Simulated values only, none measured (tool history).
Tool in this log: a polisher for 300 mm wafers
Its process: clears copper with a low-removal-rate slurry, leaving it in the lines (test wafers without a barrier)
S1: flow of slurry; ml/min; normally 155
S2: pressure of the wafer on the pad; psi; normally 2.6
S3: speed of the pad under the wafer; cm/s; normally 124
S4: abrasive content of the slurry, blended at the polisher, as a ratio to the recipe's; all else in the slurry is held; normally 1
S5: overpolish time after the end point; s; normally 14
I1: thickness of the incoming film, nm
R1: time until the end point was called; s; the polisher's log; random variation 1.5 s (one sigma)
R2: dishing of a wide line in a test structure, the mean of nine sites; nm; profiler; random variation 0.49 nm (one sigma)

Run 1, day 0: usual settings; I1 389.8. Result: R1 104.5 s, R2 26.9 nm.
Run 2, day 1.004: usual settings; I1 384.3. Result: R1 106 s, R2 26.6 nm.
Run 3, day 1.546: usual settings but S1 170 ml/min, S4 0.9; I1 390.9. Result: R1 111.9 s, R2 25.9 nm.
Run 4, day 2.788: usual settings but S1 170 ml/min, S4 0.9; I1 382.9. Result: R1 110.5 s, R2 25.8 nm.
Run 5, day 4.192: usual settings but S1 170 ml/min, S4 0.9; I1 392.3. Result: R1 116.5 s, R2 25.7 nm.
Run 6, day 4.954: usual settings but S2 3.1 psi, S3 104 cm/s; I1 393.4. Result: R1 116.1 s, R2 25.2 nm.
Run 7, day 5.475: usual settings but S2 3.1 psi, S3 104 cm/s; I1 390.3. Result: R1 120.8 s, R2 24.7 nm.
Run 8, day 6.904: usual settings but S2 3.1 psi, S3 104 cm/s; I1 392.9. Result: R1 122.5 s, R2 25.5 nm.
Run 9, day 8.221: usual settings but S3 82 cm/s; I1 388.3. Result: R1 183.3 s, R2 19.5 nm.
Run 10, day 9.004: usual settings; I1 393.8. Result: R1 110.3 s, R2 25.4 nm.
Run 11, day 12.817: usual settings but S1 170 ml/min, S4 0.9; I1 388.6. Result: R1 119.7 s, R2 24.8 nm.
Run 12, day 13.392: usual settings but S2 3.1 psi, S3 104 cm/s; I1 390.8. Result: R1 123.8 s, R2 24.9 nm.
Run 13, day 14.792: usual settings; I1 389.9. Result: R1 127 s, R2 24.3 nm.
Run 14, day 16.971: usual settings; I1 389.2. Result: R1 94.7 s, R2 28.1 nm.
Run 15, day 18.138: usual settings but S5 9 s; I1 391.5. Result: R1 100.7 s, R2 21.8 nm.
Run 16, day 18.838: usual settings but S2 3.1 psi, S3 104 cm/s; I1 394. Result: R1 104.5 s, R2 27.7 nm.
Run 17, day 19.479: usual settings but S3 162 cm/s, S4 1.1; I1 383.1. Result: R1 77.3 s, R2 31.6 nm.
Run 18, day 20.4: usual settings but S4 1.15; I1 388.6. Result: R1 104.8 s, R2 27.6 nm.
Run 19, day 21.508: usual settings but S1 110 ml/min, S3 168 cm/s; I1 388.1. Result: R1 90 s, R2 28.1 nm.
Run 20, day 22.483: usual settings but S1 120 ml/min, S2 3.5 psi; I1 392.6. Result: R1 90.2 s, R2 29.7 nm.
Run 21, day 23.254: usual settings but S1 190 ml/min, S3 110 cm/s, S4 0.85, S5 18 s; I1 389.6. Result: R1 124.2 s, R2 28.9 nm.
Run 22, day 27.596: usual settings but S1 170 ml/min, S4 0.9; I1 392.2. Result: R1 107.4 s, R2 26 nm.
Run 23, day 28.742: usual settings but S1 185 ml/min, S4 1.1; I1 384.4. Result: R1 105.5 s, R2 27.1 nm.
Run 24, day 29.254: usual settings but S3 86 cm/s; I1 386.8. Result: R1 161.2 s, R2 20.5 nm.
Run 25, day 30.733: usual settings but S3 86 cm/s, S5 19 s; I1 392.3. Result: R1 172.1 s, R2 24.1 nm.
Run 26, day 31.654: usual settings but S2 1.9 psi, S4 0.7, S5 22 s; I1 388.1. Result: R1 164.7 s, R2 25.9 nm.
Run 27, day 33.125: usual settings but S1 190 ml/min, S3 110 cm/s, S4 0.85, S5 18 s; I1 389.8. Result: R1 130 s, R2 27.3 nm.
Run 28, day 34.133: usual settings but S2 3.1 psi, S4 0.8, S5 21 s; I1 393.7. Result: R1 104.8 s, R2 32.5 nm.

Put back what was entered between runs (7 entries, withheld): which listed runs does each sit between, and how does the hidden state differ from the listed run before to the listed run after?
From run 9 to run 10: worn pad replaced by a new one (day 8.408)
  removal rate lost through wear of the pad, %: 12.1 -> 4.73; slurry flow missing at the pad, %: 38.6 -> 39.1
  what was measured, less what the result would be without the hidden state, R1: +40.4 -> +17.4 s; R2: -3.5 -> -2.4 nm
From run 10 to run 11: slurry blender recalibrated (day 10.554); head pressure recalibrated (day 11.029)
  removal rate lost through wear of the pad, %: 4.73 -> 12.2; slurry flow missing at the pad, %: 39.1 -> 41
  what was measured, less what the result would be without the hidden state, R1: +17.4 -> +26.7 s; R2: -2.4 -> -3.6 nm
From run 13 to run 14: worn pad replaced by a new one (day 16.5); slurry nozzle cleaned (day 16.9)
  removal rate lost through wear of the pad, %: 13.6 -> 2.06; slurry flow missing at the pad, %: 41.8 -> 0.77
  what was measured, less what the result would be without the hidden state, R1: +31.4 -> +2 s; R2: -4 -> -0.3 nm
From run 20 to run 21: slurry blender recalibrated (day 23.225)
  removal rate lost through wear of the pad, %: 11.1 -> 11.5; slurry flow missing at the pad, %: 18.5 -> 20.3
  what was measured, less what the result would be without the hidden state, R1: +14.3 -> +18.5 s; R2: -2.3 -> -2.2 nm
From run 21 to run 22: worn pad replaced by a new one (day 26.212)
  removal rate lost through wear of the pad, %: 11.5 -> 5.7; slurry flow missing at the pad, %: 20.3 -> 28.2
  what was measured, less what the result would be without the hidden state, R1: +18.5 -> +12.7 s; R2: -2.2 -> -1.8 nm

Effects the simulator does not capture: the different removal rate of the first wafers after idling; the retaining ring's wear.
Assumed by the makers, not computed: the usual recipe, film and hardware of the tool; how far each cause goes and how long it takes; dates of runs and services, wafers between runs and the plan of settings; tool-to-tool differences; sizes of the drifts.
